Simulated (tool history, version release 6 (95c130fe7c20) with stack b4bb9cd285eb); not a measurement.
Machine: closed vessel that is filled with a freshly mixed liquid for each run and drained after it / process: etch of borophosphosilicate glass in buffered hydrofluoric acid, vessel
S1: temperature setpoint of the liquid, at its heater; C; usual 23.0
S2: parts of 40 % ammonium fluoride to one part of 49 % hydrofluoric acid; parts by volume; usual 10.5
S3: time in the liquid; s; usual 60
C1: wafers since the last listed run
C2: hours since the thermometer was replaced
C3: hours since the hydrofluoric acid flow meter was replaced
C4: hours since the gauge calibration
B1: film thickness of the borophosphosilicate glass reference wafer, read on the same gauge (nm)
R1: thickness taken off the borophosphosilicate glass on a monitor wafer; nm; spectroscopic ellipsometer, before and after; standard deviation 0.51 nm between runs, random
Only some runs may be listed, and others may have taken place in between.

run,day,S1,S2,S3,C1,C2,C3,C4,B1,R1
1,0.000,23.0,10.5,60,0,1344.1,902.7,1955.8,140.00,116.11
2,2.575,23.0,10.5,60,8708,1405.9,964.5,2017.6,140.01,116.04
3,4.192,23.0,10.5,60,5467,1444.7,1003.3,2056.4,139.97,115.87
# day 5.967: thermometer replaced
4,10.212,23.0,10.5,60,20220,101.9,1147.8,2200.9,140.03,121.33
5,14.204,23.0,10.5,60,13499,197.7,1243.6,2296.7,139.98,120.69
6,17.038,23.0,10.5,60,9581,265.7,1311.6,2364.7,140.06,118.99
7,20.850,23.0,10.5,60,12893,357.2,1403.1,2456.2,139.97,119.68
8,23.704,23.0,10.5,60,9652,425.7,1471.6,2524.7,140.02,119.31
9,28.062,23.0,10.5,60,14739,530.3,1576.2,2629.3,140.03,119.21
# day 29.925: gauge calibrated
10,31.300,23.0,10.5,60,10948,608.0,1653.9,33.0,140.01,118.28
11,33.983,23.0,10.5,60,9074,672.4,1718.3,97.4,139.98,118.42
12,36.821,23.0,10.5,60,9595,740.5,1786.4,165.5,139.99,117.99
13,40.925,23.0,10.5,80,13879,839.0,1884.9,264.0,140.03,156.28
14,43.396,24.5,14.0,95,8355,898.3,1944.2,323.3,140.02,152.03
15,45.383,18.5,7.0,60,6721,946.0,1991.9,371.0,140.02,134.09
16,49.829,23.0,10.5,60,15035,1052.7,2098.6,477.7,139.99,116.63
17,51.654,27.0,10.5,35,6171,1096.5,2142.4,521.5,139.99,83.95
18,53.712,23.0,10.5,60,6960,1145.9,2191.8,570.9,140.00,115.74
19,57.250,28.0,10.5,45,11963,1230.8,2276.7,655.8,140.00,113.00
20,61.117,23.0,10.5,60,13076,1323.6,2369.5,748.6,140.02,114.62
21,64.292,23.0,10.5,60,10737,1399.8,2445.7,824.8,139.95,114.32
22,67.258,23.0,10.5,60,10032,1471.0,2516.9,896.0,139.98,113.75
# day 72.521: hydrofluoric acid flow meter replaced
# day 72.738: thermometer replaced
23,75.133,23.0,6.5,70,26350,57.5,62.7,1085.0,140.02,225.00
24,78.100,26.0,9.5,70,10032,128.7,133.9,1156.2,140.00,181.88
25,80.646,23.0,10.5,60,8609,189.8,195.0,1217.3,140.01,121.90
26,83.858,24.5,7.0,85,10864,266.9,272.1,1294.4,140.01,274.22
27,85.883,27.5,8.0,70,6848,315.5,320.7,1343.0,139.98,230.92
28,87.438,19.5,10.5,40,5255,352.8,358.0,1380.3,139.95,66.86
29,89.988,23.0,10.5,70,8623,414.0,419.2,1441.5,140.02,140.60
30,103.250,23.0,10.5,60,44851,732.3,737.5,1759.8,139.97,119.17
31,106.912,25.5,14.0,40,12385,820.2,825.4,1847.7,140.02,67.90

Table of differences, measured result less the result of that run with no hidden state. Run-to-run variation is the same in both. Gauge scatter possibly is not:
The hidden state here: liquid colder than its thermometer reads (K); hydrofluoric acid flow below the setpoint (%); gauge reads high (%).
run,R1
1,-6.78
2,-7.11
3,-7.34
4,-2.06
5,-2.53
6,-2.90
7,-3.41
8,-3.73
9,-4.30
10,-4.68
11,-5.01
12,-5.40
13,-7.82
14,-8.00
15,-7.77
16,-6.98
17,-5.11
18,-7.41
19,-7.55
20,-8.33
21,-8.71
22,-9.01
23,-1.04
24,-1.22
25,-1.24
26,-3.76
27,-3.74
28,-1.19
29,-2.85
30,-4.12
31,-2.61
